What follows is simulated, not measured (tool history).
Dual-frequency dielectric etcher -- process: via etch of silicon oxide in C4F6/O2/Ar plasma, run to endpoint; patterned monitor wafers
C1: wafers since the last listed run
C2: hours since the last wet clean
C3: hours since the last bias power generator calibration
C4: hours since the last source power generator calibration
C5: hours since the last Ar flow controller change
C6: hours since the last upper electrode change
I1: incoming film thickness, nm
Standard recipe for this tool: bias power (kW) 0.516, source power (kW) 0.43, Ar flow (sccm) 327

run 1 hour=0 | bias_power_(kW)=0.516 source_power_(kW)=0.43 Ar_flow_(sccm)=327 | C1=0 C2=228.9 C3=1296.9 C4=1513 C5=2225.3 C6=3103.7 | I1=199.1 | endpoint_time_(s)=43.6
run 2 hour=90 | bias_power_(kW)=0.516 source_power_(kW)=0.43 Ar_flow_(sccm)=327 | C1=1243 C2=318.9 C3=1386.9 C4=1603 C5=2315.3 C6=3193.7 | I1=199.6 | endpoint_time_(s)=43.5
run 3 hour=195.6 | bias_power_(kW)=0.516 source_power_(kW)=0.43 Ar_flow_(sccm)=327 | C1=1458 C2=424.5 C3=1492.5 C4=1708.6 C5=2420.9 C6=3299.3 | I1=198.3 | endpoint_time_(s)=43.8
run 4 hour=268.5 | bias_power_(kW)=0.516 source_power_(kW)=0.35 Ar_flow_(sccm)=327 | C1=1006 C2=497.4 C3=1565.4 C4=1781.5 C5=2493.8 C6=3372.2 | I1=196.4 | endpoint_time_(s)=46.8
run 5 hour=319.4 | bias_power_(kW)=0.558 source_power_(kW)=0.49 Ar_flow_(sccm)=327 | C1=703 C2=548.3 C3=1616.3 C4=1832.4 C5=2544.7 C6=3423.1 | I1=195.8 | endpoint_time_(s)=40.9
-- hour=374.1 wet clean of the chamber
run 6 hour=389.2 | bias_power_(kW)=0.558 source_power_(kW)=0.49 Ar_flow_(sccm)=327 | C1=632 C2=15.1 C3=1686.1 C4=1902.2 C5=2614.5 C6=3492.9 | I1=194.8 | endpoint_time_(s)=38.9
run 7 hour=464.7 | bias_power_(kW)=0.558 source_power_(kW)=0.49 Ar_flow_(sccm)=327 | C1=1042 C2=90.6 C3=1761.6 C4=1977.7 C5=2690 C6=3568.4 | I1=197.9 | endpoint_time_(s)=40.1
run 8 hour=544.4 | bias_power_(kW)=0.516 source_power_(kW)=0.43 Ar_flow_(sccm)=327 | C1=1100 C2=170.3 C3=1841.3 C4=2057.4 C5=2769.7 C6=3648.1 | I1=198.7 | endpoint_time_(s)=43.5
run 9 hour=584.7 | bias_power_(kW)=0.516 source_power_(kW)=0.43 Ar_flow_(sccm)=327 | C1=556 C2=210.6 C3=1881.6 C4=2097.7 C5=2810 C6=3688.4 | I1=197.9 | endpoint_time_(s)=43.3
run 10 hour=687.3 | bias_power_(kW)=0.516 source_power_(kW)=0.43 Ar_flow_(sccm)=327 | C1=1417 C2=313.2 C3=1984.2 C4=2200.3 C5=2912.6 C6=3791 | I1=198.6 | endpoint_time_(s)=43.7
-- hour=733.9 upper electrode replaced, of another model than before
run 11 hour=793.2 | bias_power_(kW)=0.516 source_power_(kW)=0.43 Ar_flow_(sccm)=327 | C1=1131 C2=419.1 C3=2090.1 C4=2306.2 C5=3018.5 C6=59.3 | I1=198.5 | endpoint_time_(s)=43.8
run 12 hour=837.5 | bias_power_(kW)=0.516 source_power_(kW)=0.43 Ar_flow_(sccm)=327 | C1=611 C2=463.4 C3=2134.4 C4=2350.5 C5=3062.8 C6=103.6 | I1=197.4 | endpoint_time_(s)=44
-- hour=896.2 bias power generator calibrated
-- hour=920.1 wet clean of the chamber
run 13 hour=942.9 | bias_power_(kW)=0.516 source_power_(kW)=0.43 Ar_flow_(sccm)=327 | C1=1069 C2=22.8 C3=46.7 C4=2455.9 C5=3168.2 C6=209 | I1=198.2 | endpoint_time_(s)=42.1
run 14 hour=983.4 | bias_power_(kW)=0.516 source_power_(kW)=0.43 Ar_flow_(sccm)=327 | C1=559 C2=63.3 C3=87.2 C4=2496.4 C5=3208.7 C6=249.5 | I1=196.7 | endpoint_time_(s)=42.2
run 15 hour=1052.1 | bias_power_(kW)=0.516 source_power_(kW)=0.43 Ar_flow_(sccm)=327 | C1=948 C2=132 C3=155.9 C4=2565.1 C5=3277.4 C6=318.2 | I1=195.4 | endpoint_time_(s)=42.3
run 16 hour=1149.6 | bias_power_(kW)=0.6 source_power_(kW)=0.33 Ar_flow_(sccm)=371 | C1=1346 C2=229.5 C3=253.4 C4=2662.6 C5=3374.9 C6=415.7 | I1=199.7 | endpoint_time_(s)=50
run 17 hour=1275.6 | bias_power_(kW)=0.516 source_power_(kW)=0.43 Ar_flow_(sccm)=327 | C1=1740 C2=355.5 C3=379.4 C4=2788.6 C5=3500.9 C6=541.7 | I1=196.5 | endpoint_time_(s)=43.7
-- hour=1361.9 source power generator calibrated
run 18 hour=1365.9 | bias_power_(kW)=0.549 source_power_(kW)=0.43 Ar_flow_(sccm)=355 | C1=1191 C2=445.8 C3=469.7 C4=4 C5=3591.2 C6=632 | I1=195.7 | endpoint_time_(s)=43.1

What does the tool deliver on the next run?
run 19 hour=1462.8 | bias_power_(kW)=0.468 source_power_(kW)=0.47 Ar_flow_(sccm)=327 | C1=1338 C2=542.7 C3=566.6 C4=100.9 C5=3688.1 C6=728.9 | I1=198.2 | endpoint_time_(s)=?

Run 19 yielded endpoint time (s) 43.6.
With the hidden condition absent and the run-to-run variation left alone, this run would have shown endpoint time (s) 41.6.
